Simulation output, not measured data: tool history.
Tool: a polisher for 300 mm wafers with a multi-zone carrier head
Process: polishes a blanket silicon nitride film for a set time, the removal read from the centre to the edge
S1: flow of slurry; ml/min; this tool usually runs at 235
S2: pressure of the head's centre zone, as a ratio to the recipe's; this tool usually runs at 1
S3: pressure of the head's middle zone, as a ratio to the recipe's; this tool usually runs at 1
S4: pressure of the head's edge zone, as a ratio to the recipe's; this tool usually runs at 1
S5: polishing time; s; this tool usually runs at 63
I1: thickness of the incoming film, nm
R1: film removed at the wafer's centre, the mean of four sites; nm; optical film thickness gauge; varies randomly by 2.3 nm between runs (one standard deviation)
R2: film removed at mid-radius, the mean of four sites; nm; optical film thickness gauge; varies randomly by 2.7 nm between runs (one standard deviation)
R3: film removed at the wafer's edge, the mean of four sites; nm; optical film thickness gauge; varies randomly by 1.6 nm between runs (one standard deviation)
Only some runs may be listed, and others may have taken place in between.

run,hour,S1,S2,S3,S4,S5,I1,R1,R2,R3
1,0,235,1,1,1,63,487.6,171.2,166.5,174.4
# hour 63.2: slurry nozzle cleaned
2,74.1,235,1,1,1,63,490.8,191.5,183,192.5
3,127.8,235,1,0.95,1,63,485.7,190.2,175.2,185.3
# hour 162.4: worn pad replaced by a new one
4,239,235,1,0.95,1,63,489.3,181.7,164.5,182.2
5,486.8,235,1,1,1,76,497.8,211.2,201,212.5
# hour 533: edge zone pressure recalibrated
# hour 555.1: slurry nozzle cleaned
6,568.7,235,1,1,1,63,490.7,195,182.9,190.1
# hour 615.4: centre zone pressure recalibrated
7,635.9,235,1,1,1,63,493.1,194.8,183.1,187.5
# hour 655.5: worn pad replaced by a new one
# hour 754.1: carrier head's membrane replaced by a new one
8,770.2,235,1,1,1.06,63,491.9,182.7,173.3,188.2
9,819.6,235,1.06,0.95,1,63,488.3,189.5,160.8,177.8
10,886.7,235,1.07,1,1.09,45,494.7,133.9,121.8,133.2
11,956.1,235,1,1,1,63,482.3,179.4,171.1,176.5
12,1060.1,280,0.89,0.93,1,44,491.7,117.2,113.2,127.5
# hour 1098.2: slurry nozzle cleaned
# hour 1105.5: worn pad replaced by a new one
13,1162.2,235,0.93,1,1,63,484,181.9,184.4,190.8
14,1207.7,265,1.1,0.88,1.11,63,493.4,213.2,159.7,196.8
15,1301.6,235,1,0.93,1,63,496.5,185.4,165.7,182.7
16,1338.2,235,1,1,1,63,488.4,183.9,171.2,181.1
17,1395.3,275,1,0.9,0.96,74,494.5,220.3,193.7,214.7
18,1465.7,235,1,1,1,63,494.2,176.3,168.4,176.6
19,1519.5,265,1,1,1.07,63,484.7,179.8,172.9,184.3
# hour 1547.1: slurry nozzle cleaned
20,1685.3,235,1,0.95,1,63,481.7,190,169.1,186.3
# hour 1692.1: centre zone pressure recalibrated
# hour 1695.2: worn pad replaced by a new one
21,1782,235,1,1,1,63,498.1,180,171.8,183.9
# hour 1795.4: edge zone pressure recalibrated
22,1821.1,265,1,1,0.9,63,496,188.9,175.3,177.6

Consider 4 possible next runs. They are alternatives, not a sequence: every one starts from the tool as it was left by run 22. What does each give?
A,1821.5,235,1,1,1,63,491.2,?,?,?
B,1821.5,235,1,1,1,55,491.2,?,?,?
C,1821.5,235,0.9,0.89,1.03,63,491.2,?,?,?
D,1821.5,235,1,0.91,1,47,491.2,?,?,?

run,R1,R2,R3
A,183.2,170,182.9
B,159.9,148.4,159.7
C,166.9,154.3,185.2
D,136.6,117.2,136.6
Without the tool's unlogged condition, the same runs would have read:
run,R1,R2,R3
A,200.7,184.4,194.1
B,175.2,160.9,169.5
C,182.8,167.3,196.5
D,149.7,127.1,145

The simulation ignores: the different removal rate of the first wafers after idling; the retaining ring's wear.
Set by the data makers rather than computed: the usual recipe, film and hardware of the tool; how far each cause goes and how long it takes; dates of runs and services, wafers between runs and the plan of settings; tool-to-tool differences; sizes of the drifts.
